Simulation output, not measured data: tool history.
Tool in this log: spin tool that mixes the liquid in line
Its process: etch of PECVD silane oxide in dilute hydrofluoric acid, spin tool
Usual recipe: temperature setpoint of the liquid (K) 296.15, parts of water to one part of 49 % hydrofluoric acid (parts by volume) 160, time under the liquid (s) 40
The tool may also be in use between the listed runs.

run      day  temperature setpoint of the liquid (K)  parts of water to one part of 49 % hydrofluoric acid (parts by volume)  time under the liquid (s)  read-back film thickness of the PECVD silane oxide reference wafer, read on the same gauge (nm)  thickness taken off the PECVD silane oxide on a monitor wafer (angstrom)
  1        0                                  296.15                                                                     160                         40                                                                                           110.02                                                                      66.1
  2    4.171                                  293.65                                                                     160                         25                                                                                           110.02                                                                        38
       6.775  -- hydrofluoric acid flow meter replaced
       7.796  -- thermometer replaced
  3    8.479                                  293.65                                                                     160                         25                                                                                              110                                                                      37.3
  4     12.6                                  298.15                                                                     160                         40                                                                                              110                                                                      70.5
  5   17.067                                  298.15                                                                     160                         40                                                                                              110                                                                      71.7
  6   19.596                                  296.15                                                                     160                         40                                                                                           109.98                                                                      66.1
  7    23.35                                  296.15                                                                     160                         40                                                                                           109.99                                                                      67.3
  8     25.7                                  296.15                                                                     160                         40                                                                                           109.98                                                                      66.3
  9   27.908                                  296.15                                                                     160                         40                                                                                              110                                                                      66.8
 10   32.221                                  296.15                                                                     160                         40                                                                                           109.99                                                                      66.7
 11   36.142                                  296.15                                                                     160                         40                                                                                              110                                                                      66.6
 12   40.604                                  296.15                                                                     160                         40                                                                                           109.99                                                                      66.7
 13   44.533                                  296.15                                                                     160                         40                                                                                           110.01                                                                      67.1
 14   46.158                                  296.15                                                                     160                         40                                                                                           110.02                                                                      66.5
 15   50.333                                  296.15                                                                     160                         40                                                                                           110.01                                                                      66.4
      51.171  -- hydrofluoric acid flow meter replaced
 16   54.304                                  296.15                                                                     160                         40                                                                                           109.99                                                                      66.2
 17   57.796                                  293.65                                                                     160                         25                                                                                              110                                                                        38
 18    59.95                                  298.65                                                                     160                         40                                                                                           109.99                                                                        74
 19   61.533                                  301.15                                                                     160                         40                                                                                           110.01                                                                      79.4
 20   65.288                                  300.15                                                                     160                         40                                                                                           109.99                                                                      76.1
 21    68.45                                  296.15                                                                     120                         45                                                                                              110                                                                     103.3
      70.404  -- gauge calibrated
 22   72.504                                  292.65                                                                     100                         35                                                                                           109.99                                                                        88
 23   74.817                                  296.15                                                                     160                         40                                                                                           110.01                                                                        66
 24   77.071                                  296.15                                                                     125                         40                                                                                           110.01                                                                      89.3
      79.008  -- thermometer replaced
 25    80.45                                  296.15                                                                     160                         40                                                                                              110                                                                      67.3
 26   82.288                                  296.15                                                                     210                         25                                                                                              110                                                                      29.9
 27   86.571                                  297.65                                                                     210                         65                                                                                           109.99                                                                      82.1
      87.208  -- hydrofluoric acid flow meter replaced
 28   96.692                                  294.15                                                                     135                         50                                                                                           110.03                                                                      93.7
 29  100.246                                  292.65                                                                     235                         25                                                                                              110                                                                      23.1
 30  103.238                                  296.15                                                                     160                         40                                                                                              110                                                                      66.8
 31  106.788                                  294.15                                                                     160                         40                                                                                           110.01                                                                      61.3
 32  118.496                                  296.15                                                                     160                         40                                                                                           110.01                                                                        66
 33  120.112                                  292.65                                                                     160                         50                                                                                           110.01                                                                      71.4
 34  122.567                                  292.15                                                                     190                         60                                                                                           109.98                                                                      70.1

What the log doesn't show, run by run:
liquid colder than its thermometer reads (K): 0, the same for each run
hydrofluoric acid flow below the setpoint (%): 0, the same for each run
gauge reads high (%): 0, the same for each run

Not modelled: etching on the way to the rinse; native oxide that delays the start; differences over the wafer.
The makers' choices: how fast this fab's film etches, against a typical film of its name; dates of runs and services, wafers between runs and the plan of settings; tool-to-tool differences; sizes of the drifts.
